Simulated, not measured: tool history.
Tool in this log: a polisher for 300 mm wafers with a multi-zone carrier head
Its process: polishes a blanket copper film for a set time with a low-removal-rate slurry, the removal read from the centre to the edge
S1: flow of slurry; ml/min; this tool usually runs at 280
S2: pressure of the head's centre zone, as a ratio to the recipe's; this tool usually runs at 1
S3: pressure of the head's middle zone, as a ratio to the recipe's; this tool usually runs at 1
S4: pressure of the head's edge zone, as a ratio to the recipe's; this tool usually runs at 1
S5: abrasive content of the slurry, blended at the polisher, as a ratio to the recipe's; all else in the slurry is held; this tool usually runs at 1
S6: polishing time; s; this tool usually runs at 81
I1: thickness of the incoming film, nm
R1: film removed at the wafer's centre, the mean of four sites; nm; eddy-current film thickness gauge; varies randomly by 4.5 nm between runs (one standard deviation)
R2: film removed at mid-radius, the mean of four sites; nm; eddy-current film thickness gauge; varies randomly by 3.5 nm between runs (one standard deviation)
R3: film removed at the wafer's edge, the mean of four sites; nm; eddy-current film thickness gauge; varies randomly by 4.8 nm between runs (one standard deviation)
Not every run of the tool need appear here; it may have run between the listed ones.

run    hour   S1    S2    S3    S4    S5   S6      I1     R1     R2     R3
  1       0  280     1     1  0.95   1.1   81  1235.6  363.8  360.6  351.5
  2    27.1  280     1     1  0.95   1.1   81  1249.4  369.3  348.6  342.7
  3    87.1  255     1     1     1     1   81  1214.1  351.6  346.2  341.2
  4   124.9  280     1     1     1     1   88  1230.3  385.6  373.1  367.2
      136.3  -- slurry nozzle cleaned
  5   156.8  280     1     1     1     1   88  1220.1  381.3  367.6  381.9
  6   212.2  280     1     1     1     1   81  1232.4  347.1  330.7  335.5
      218.4  -- edge zone pressure recalibrated
  7   257.2  280     1     1     1     1   81  1241.3  352.6    337  336.6
      290.8  -- carrier head's membrane replaced by a new one
  8   296.3  280     1     1     1  0.75   81    1223  312.2    300  308.7
      328.2  -- worn pad replaced by a new one
  9     346  185     1  0.88     1  0.75  104  1238.6  410.6  355.2    409
 10   393.6  280     1     1  1.03     1  102  1245.8  447.9  439.5  442.8
 11   462.7  280   1.1     1     1     1   64  1237.4  303.6  271.1  276.8
 12   519.2  280  1.06     1     1     1   81  1242.2  368.9    339  345.1
      569.4  -- slurry nozzle cleaned
 13   572.1  280     1     1   0.9     1   81    1253  349.2  346.8  313.6
      655.1  -- worn pad replaced by a new one
 14   770.3  280     1     1  1.11   0.9   94  1252.2  407.8  384.4  413.8
 15   832.8  280     1     1     1     1   81  1259.4  344.8  342.3  338.3
      848.3  -- edge zone pressure recalibrated
      857.7  -- centre zone pressure recalibrated
 16   866.8  280     1     1     1     1   81  1238.3  352.4  339.2  337.9
 17   900.2  280   1.1     1  0.92   0.7   81  1239.4  345.6  303.4  290.7
        952  -- worn pad replaced by a new one
     1051.9  -- slurry nozzle cleaned
 18  1079.9  190     1     1     1     1   81    1246  345.3  333.6  339.4
 19  1210.1  280  0.91     1     1   1.1   72  1234.5  294.5  313.3    310
 20  1258.7  280     1     1     1     1   81  1233.2  343.6  329.8  335.9
     1289.4  -- worn pad replaced by a new one
 21  1289.9  280     1     1     1     1   81  1233.6  357.5  351.4    351

List, for all runs, the conditions of the tool that the log does not record:
slurry flow missing at the pad, %: 0 at every run
deviation of the centre zone's pressure from its setpoint, %: 0 at every run
deviation of the edge zone's pressure from its setpoint, %: 0 at every run
H1: removal rate lost through wear of the pad, %
run     H1
  1  0.163
  2  0.333
  3  0.941
  4   1.49
  5   2.05
  6   3.24
  7   4.41
  8   5.57
  9  0.245
 10  0.422
 11   1.04
 12   1.86
 13   2.89
 14  0.741
 15   1.56
 16   2.15
 17   2.83
 18  0.864
 19   3.11
 20   4.33
 21  0.654
